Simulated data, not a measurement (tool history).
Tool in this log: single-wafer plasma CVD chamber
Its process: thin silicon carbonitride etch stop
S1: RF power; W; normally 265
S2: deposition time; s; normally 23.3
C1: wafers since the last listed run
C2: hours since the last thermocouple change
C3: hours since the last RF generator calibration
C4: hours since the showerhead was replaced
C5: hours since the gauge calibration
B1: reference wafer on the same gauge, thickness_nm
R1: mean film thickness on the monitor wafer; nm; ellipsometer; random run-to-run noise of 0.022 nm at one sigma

Run 1, day 0: usual settings; C1 0; C2 2417.2; C3 1840.8; C4 5606.4; C5 12.5; B1 17.009. Result: R1 14.127 nm.
Run 2, day 0.433: usual settings; C1 196; C2 2427.6; C3 1851.2; C4 5616.8; C5 22.9; B1 17.004. Result: R1 14.181 nm.
Run 3, day 0.775: usual settings; C1 154; C2 2435.8; C3 1859.4; C4 5625; C5 31.1; B1 16.995. Result: R1 14.19 nm.
Run 4, day 1.058: usual settings but S1 295 W, S2 26.7 s; C1 128; C2 2442.6; C3 1866.2; C4 5631.8; C5 37.9; B1 17.01. Result: R1 16.759 nm.
Run 5, day 1.467: usual settings but S1 295 W, S2 26.7 s; C1 184; C2 2452.4; C3 1876; C4 5641.6; C5 47.7; B1 17.003. Result: R1 16.785 nm.
Run 6, day 1.842: usual settings but S1 295 W, S2 26.7 s; C1 169; C2 2461.4; C3 1885; C4 5650.6; C5 56.7; B1 17.001. Result: R1 16.823 nm.
Run 7, day 3.996: usual settings; C1 975; C2 2513.1; C3 1936.7; C4 5702.3; C5 108.4; B1 17.009. Result: R1 14.149 nm.
Run 8, day 4.483: usual settings; C1 220; C2 2524.8; C3 1948.4; C4 5714; C5 120.1; B1 16.993. Result: R1 14.161 nm.
Run 9, day 5.158: usual settings but S1 225 W, S2 20.6 s; C1 305; C2 2541; C3 1964.6; C4 5730.2; C5 136.3; B1 17.007. Result: R1 11.876 nm.
Run 10, day 5.867: usual settings; C1 320; C2 2558; C3 1981.6; C4 5747.2; C5 153.3; B1 17.003. Result: R1 14.174 nm.
Run 11, day 6.362: usual settings; C1 224; C2 2569.9; C3 1993.5; C4 5759.1; C5 165.2; B1 17.006. Result: R1 14.164 nm.
Run 12, day 7.004: usual settings; C1 290; C2 2585.3; C3 2008.9; C4 5774.5; C5 180.6; B1 17.01. Result: R1 14.137 nm.
Run 13, day 7.496: usual settings; C1 222; C2 2597.1; C3 2020.7; C4 5786.3; C5 192.4; B1 17.007. Result: R1 14.177 nm.
Run 14, day 7.925: usual settings; C1 194; C2 2607.4; C3 2031; C4 5796.6; C5 202.7; B1 17.006. Result: R1 14.169 nm.
Run 15, day 8.375: usual settings; C1 203; C2 2618.2; C3 2041.8; C4 5807.4; C5 213.5; B1 16.997. Result: R1 14.102 nm.
At day 8.858: RF generator calibrated.
Run 16, day 8.975: usual settings; C1 120; C2 2632.6; C3 2.8; C4 5821.8; C5 227.9; B1 17.009. Result: R1 14.515 nm.
Run 17, day 9.675: usual settings; C1 316; C2 2649.4; C3 19.6; C4 5838.6; C5 244.7; B1 16.988. Result: R1 14.497 nm.
Run 18, day 10.312: usual settings; C1 288; C2 2664.7; C3 34.9; C4 5853.9; C5 260; B1 16.999. Result: R1 14.518 nm.
Run 19, day 10.896: usual settings but S1 290 W, S2 20.9 s; C1 264; C2 2678.7; C3 48.9; C4 5867.9; C5 274; B1 16.987. Result: R1 13.429 nm.
Run 20, day 11.567: usual settings; C1 303; C2 2694.8; C3 65; C4 5884; C5 290.1; B1 16.996. Result: R1 14.503 nm.
At day 12.496: thermocouple changed; heater temperature recalibrated.
Run 21, day 12.517: usual settings; C1 279; C2 0.5; C3 87.8; C4 5906.8; C5 312.9; B1 16.993. Result: R1 14.53 nm.
Run 22, day 12.604: usual settings; C1 39; C2 2.6; C3 89.9; C4 5908.9; C5 315; B1 16.991. Result: R1 14.518 nm.
Run 23, day 13.142: usual settings but S1 250 W, S2 25 s; C1 243; C2 15.5; C3 102.8; C4 5921.8; C5 327.9; B1 17.011. Result: R1 15.283 nm.
At day 13.588: gauge calibrated.
Run 24, day 13.638: usual settings but S1 280 W, S2 26.4 s; C1 224; C2 27.4; C3 114.7; C4 5933.7; C5 1.2; B1 17. Result: R1 16.724 nm.
Run 25, day 14.038: usual settings but S1 290 W, S2 27.9 s; C1 181; C2 37; C3 124.3; C4 5943.3; C5 10.8; B1 17.001. Result: R1 17.904 nm.
At day 14.458: showerhead replaced.
Run 26, day 14.654: usual settings but S1 285 W, S2 25.8 s; C1 128; C2 51.8; C3 139.1; C4 4.7; C5 25.6; B1 17.004. Result: R1 16.426 nm.
Run 27, day 15.15: usual settings but S1 230 W, S2 24.6 s; C1 224; C2 63.7; C3 151; C4 16.6; C5 37.5; B1 17.001. Result: R1 14.629 nm.
Run 28, day 15.875: usual settings but S1 245 W, S2 20.6 s; C1 328; C2 81.1; C3 168.4; C4 34; C5 54.9; B1 16.989. Result: R1 12.486 nm.
Run 29, day 16.538: usual settings but S2 21.2 s; C1 300; C2 97; C3 184.3; C4 49.9; C5 70.8; B1 16.995. Result: R1 13.199 nm.
Run 30, day 16.942: usual settings; C1 183; C2 106.7; C3 194; C4 59.6; C5 80.5; B1 17. Result: R1 14.538 nm.
Run 31, day 17.667: usual settings but S1 320 W, S2 24.6 s; C1 328; C2 124.1; C3 211.4; C4 77; C5 97.9; B1 16.995. Result: R1 16.224 nm.
Run 32, day 18.35: usual settings but S1 300 W, S2 19.8 s; C1 309; C2 140.5; C3 227.8; C4 93.4; C5 114.3; B1 16.998. Result: R1 12.802 nm.
Run 33, day 18.633: usual settings but S1 215 W, S2 27.5 s; C1 128; C2 147.3; C3 234.6; C4 100.2; C5 121.1; B1 17.007. Result: R1 16.019 nm.
Run 34, day 19.296: usual settings but S1 225 W, S2 21.9 s; C1 300; C2 163.2; C3 250.5; C4 116.1; C5 137; B1 17.001. Result: R1 12.916 nm.
Run 35, day 19.796: usual settings but S1 305 W, S2 20.6 s; C1 226; C2 175.2; C3 262.5; C4 128.1; C5 149; B1 16.992. Result: R1 13.396 nm.
Run 36, day 20.308: usual settings but S1 280 W, S2 19.9 s; C1 232; C2 187.5; C3 274.8; C4 140.4; C5 161.3; B1 17.003. Result: R1 12.558 nm.

Forecast each of these 3 alternatives for the next run:
Run A, day 20.325: usual settings but S1 245 W; C1 7; C2 187.9; C3 275.2; C4 140.8; C5 161.7; B1 ?. Result: R1 ?.
Run B, day 20.325: usual settings but S1 280 W; C1 7; C2 187.9; C3 275.2; C4 140.8; C5 161.7; B1 ?. Result: R1 ?.
Run C, day 20.325: usual settings but S1 290 W, S2 26.5 s; C1 7; C2 187.9; C3 275.2; C4 140.8; C5 161.7; B1 ?. Result: R1 ?.

run      B1      R1
  A  17.005  14.102
  B  17.005  14.707
  C  17.005  16.911
Without the tool's unlogged condition, the same runs would have read:
run      R1
  A  14.173
  B  14.781
  C  16.997

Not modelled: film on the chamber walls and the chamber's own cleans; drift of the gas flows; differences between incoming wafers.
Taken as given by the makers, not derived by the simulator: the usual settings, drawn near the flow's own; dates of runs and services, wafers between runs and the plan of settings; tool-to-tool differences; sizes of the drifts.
